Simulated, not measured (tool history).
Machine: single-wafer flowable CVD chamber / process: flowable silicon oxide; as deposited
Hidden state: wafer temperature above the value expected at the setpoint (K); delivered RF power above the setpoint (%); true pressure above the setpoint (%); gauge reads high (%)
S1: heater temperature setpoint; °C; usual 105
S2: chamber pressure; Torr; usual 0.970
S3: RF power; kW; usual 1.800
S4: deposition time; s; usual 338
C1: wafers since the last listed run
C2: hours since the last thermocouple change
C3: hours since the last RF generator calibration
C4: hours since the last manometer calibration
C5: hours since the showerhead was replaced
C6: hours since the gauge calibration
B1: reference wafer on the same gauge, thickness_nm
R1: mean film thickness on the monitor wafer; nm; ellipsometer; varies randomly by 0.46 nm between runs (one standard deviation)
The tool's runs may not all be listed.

run,hour,S1,S2,S3,S4,C1,C2,C3,C4,C5,C6,B1,R1
1,0.0,105,0.970,1.800,338,0,770.2,2056.9,1039.3,5053.3,627.1,224.857,189.167
2,63.3,105,0.970,1.800,338,303,833.5,2120.2,1102.6,5116.6,690.4,224.945,189.020
3,90.9,105,0.970,1.800,338,132,861.1,2147.8,1130.2,5144.2,718.0,225.033,189.001
# hour 248.0: thermocouple changed; heater temperature recalibrated
4,257.8,105,0.970,1.800,338,762,9.8,2314.7,1297.1,5311.1,884.9,225.258,193.918
# hour 280.3: RF generator calibrated
5,317.9,105,0.970,1.800,338,249,69.9,37.6,1357.2,5371.2,945.0,224.916,194.425
6,372.8,105,0.970,1.800,338,263,124.8,92.5,1412.1,5426.1,999.9,225.143,193.303
7,442.8,105,0.970,1.800,338,335,194.8,162.5,1482.1,5496.1,1069.9,225.095,192.842
8,513.3,105,0.970,1.800,338,338,265.3,233.0,1552.6,5566.6,1140.4,224.830,192.123
9,562.9,105,0.970,1.800,338,237,314.9,282.6,1602.2,5616.2,1190.0,225.089,191.255
10,593.2,105,0.970,1.545,338,145,345.2,312.9,1632.5,5646.5,1220.3,225.130,183.499
11,626.7,105,0.970,1.545,338,160,378.7,346.4,1666.0,5680.0,1253.8,225.123,184.127
# hour 652.8: capacitance manometer re-zeroed and calibrated
12,694.5,120,0.805,2.120,362,286,446.5,414.2,41.7,5747.8,1321.6,225.103,103.902
13,742.7,105,1.204,1.985,389,231,494.7,462.4,89.9,5796.0,1369.8,224.979,275.027
# hour 810.5: showerhead replaced
14,862.8,101,0.970,1.565,338,537,614.8,582.5,210.0,52.3,1489.9,225.225,212.800
15,926.7,105,0.909,1.800,338,306,678.7,646.4,273.9,116.2,1553.8,225.071,178.046
16,977.1,105,0.970,1.800,387,241,729.1,696.8,324.3,166.6,1604.2,224.760,216.899
17,1021.1,105,0.970,1.800,338,211,773.1,740.8,368.3,210.6,1648.2,225.094,189.562
18,1065.1,105,0.970,1.800,338,211,817.1,784.8,412.3,254.6,1692.2,224.823,189.417
19,1117.6,105,0.736,1.570,338,251,869.6,837.3,464.8,307.1,1744.7,224.890,137.951
# hour 1217.6: thermocouple changed; heater temperature recalibrated
# hour 1238.3: gauge calibrated
20,1326.7,111,0.855,1.485,299,964,109.1,1046.4,673.9,516.2,88.4,224.800,114.749
21,1380.3,100,0.830,1.895,273,257,162.7,1100.0,727.5,569.8,142.0,225.315,163.427
22,1409.0,120,0.970,1.800,338,137,191.4,1128.7,756.2,598.5,170.7,225.073,113.375
23,1471.7,105,0.847,1.560,338,300,254.1,1191.4,818.9,661.2,233.4,224.903,161.726
24,1533.4,105,0.970,1.515,384,295,315.8,1253.1,880.6,722.9,295.1,225.056,207.421
25,1580.2,93,0.883,1.495,394,224,362.6,1299.9,927.4,769.7,341.9,224.958,304.145
26,1646.5,117,1.094,1.630,375,317,428.9,1366.2,993.7,836.0,408.2,224.968,151.249
27,1689.7,105,0.970,1.800,338,207,472.1,1409.4,1036.9,879.2,451.4,225.068,191.046

Predict each of these 5 candidate next runs independently; none follows another, all start after run 27:
A,1690.2,105,0.970,1.800,338,2,472.6,1409.9,1037.4,879.7,451.9,?,?
B,1690.2,105,0.803,1.800,311,2,472.6,1409.9,1037.4,879.7,451.9,?,?
C,1690.2,105,1.086,1.800,338,2,472.6,1409.9,1037.4,879.7,451.9,?,?
D,1690.2,111,0.970,1.460,338,2,472.6,1409.9,1037.4,879.7,451.9,?,?
E,1690.2,118,1.079,1.800,338,2,472.6,1409.9,1037.4,879.7,451.9,?,?

run,B1,R1
A,225.082,190.757
B,225.082,145.301
C,225.082,213.277
D,225.082,143.847
E,225.082,133.264
Stripped of hidden state, with their random variation kept, the same runs would have yielded:
run,R1
A,194.593
B,148.222
C,217.565
D,146.566
E,135.523

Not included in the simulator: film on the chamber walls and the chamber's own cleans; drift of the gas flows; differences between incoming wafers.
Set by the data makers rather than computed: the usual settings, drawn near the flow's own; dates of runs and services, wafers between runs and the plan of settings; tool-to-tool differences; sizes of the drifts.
